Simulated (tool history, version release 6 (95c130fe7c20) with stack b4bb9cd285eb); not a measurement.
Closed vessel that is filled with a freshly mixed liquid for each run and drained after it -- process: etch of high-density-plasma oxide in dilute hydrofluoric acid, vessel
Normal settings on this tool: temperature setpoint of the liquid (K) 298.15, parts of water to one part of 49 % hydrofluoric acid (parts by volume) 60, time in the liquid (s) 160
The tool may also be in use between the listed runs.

run     day  temperature setpoint of the liquid (K)  parts of water to one part of 49 % hydrofluoric acid (parts by volume)  time in the liquid (s)  read-back film thickness of the high-density-plasma oxide reference wafer, read on the same gauge (nm)  thickness taken off the high-density-plasma oxide on a monitor wafer (Å)
  1   0.000                                  298.15                                                                      60                     160                                                                                                   49.98                                                                     187.5
  2   0.488                                  298.15                                                                      60                     160                                                                                                   50.05                                                                     187.0
  3   0.788                                  298.15                                                                      60                     160                                                                                                   49.98                                                                     187.8
  4   1.529                                  300.15                                                                      60                     190                                                                                                   50.00                                                                     242.8
  5   2.142                                  300.15                                                                      60                     190                                                                                                   49.93                                                                     242.3
  6   2.838                                  300.15                                                                      60                     190                                                                                                   50.00                                                                     239.2
      3.071  -- hydrofluoric acid flow meter replaced
  7   3.562                                  294.65                                                                      60                     160                                                                                                   49.99                                                                     161.5
  8   4.092                                  298.15                                                                      60                     160                                                                                                   50.04                                                                     190.9
  9   4.821                                  295.15                                                                      85                     250                                                                                                   50.01                                                                     176.7
 10   5.504                                  298.15                                                                      60                     215                                                                                                   50.01                                                                     251.8
 11   5.904                                  298.15                                                                      60                     160                                                                                                   49.99                                                                     188.5
      6.100  -- thermometer replaced
 12   7.200                                  301.65                                                                      40                     220                                                                                                   50.01                                                                     435.1
 13   7.767                                  298.15                                                                      60                     160                                                                                                   50.01                                                                     179.8
 14   8.462                                  295.15                                                                      35                     245                                                                                                   49.96                                                                     429.5
 15   8.808                                  294.15                                                                      80                     160                                                                                                   50.02                                                                     111.7
 16   9.362                                  302.15                                                                      30                     160                                                                                                   50.00                                                                     437.3
 17   9.858                                  294.15                                                                      50                     160                                                                                                   49.97                                                                     183.7
 18  10.192                                  298.15                                                                      35                     160                                                                                                   49.96                                                                     319.5
 19  10.658                                  298.15                                                                      60                     160                                                                                                   50.00                                                                     180.3
 20  11.092                                  298.15                                                                      60                     160                                                                                                   50.02                                                                     180.6
     12.854  -- gauge calibrated
 21  13.154                                  301.15                                                                      60                     160                                                                                                   50.01                                                                     204.0
 22  13.858                                  294.15                                                                      60                     110                                                                                                   50.02                                                                     104.1
 23  14.958                                  302.65                                                                      75                     160                                                                                                   50.01                                                                     169.0
 24  15.654                                  298.15                                                                      35                     205                                                                                                   50.04                                                                     415.0
 25  16.200                                  298.15                                                                      60                     160                                                                                                   50.00                                                                     182.7
 26  17.488                                  298.15                                                                      60                     160                                                                                                   50.00                                                                     179.7
 27  18.138                                  295.15                                                                      30                      75                                                                                                   50.03                                                                     156.3
 28  18.608                                  303.15                                                                      35                      75                                                                                                   49.95                                                                     183.7
 29  19.071                                  302.15                                                                      60                     160                                                                                                   49.97                                                                     213.4
 30  20.633                                  300.15                                                                      70                     235                                                                                                   50.01                                                                     244.1
 31  21.250                                  293.15                                                                      80                     240                                                                                                   50.03                                                                     162.5

Results per run with the tool's hidden condition removed, run-to-run variation unchanged:
The hidden state here: liquid hotter than its thermometer reads (K); hydrofluoric acid flow below the setpoint (%); gauge reads high (%).
run  thickness taken off the high-density-plasma oxide on a monitor wafer (Å)
  1                                                                     178.3
  2                                                                     177.8
  3                                                                     178.5
  4                                                                     230.8
  5                                                                     230.2
  6                                                                     227.0
  7                                                                     152.8
  8                                                                     180.7
  9                                                                     167.1
 10                                                                     238.0
 11                                                                     178.1
 12                                                                     432.9
 13                                                                     178.7
 14                                                                     426.4
 15                                                                     110.8
 16                                                                     433.9
 17                                                                     182.2
 18                                                                     316.8
 19                                                                     178.7
 20                                                                     178.9
 21                                                                     201.6
 22                                                                     102.7
 23                                                                     166.7
 24                                                                     408.7
 25                                                                     179.9
 26                                                                     176.7
 27                                                                     153.4
 28                                                                     180.5
 29                                                                     209.6
 30                                                                     239.2
 31                                                                     159.0
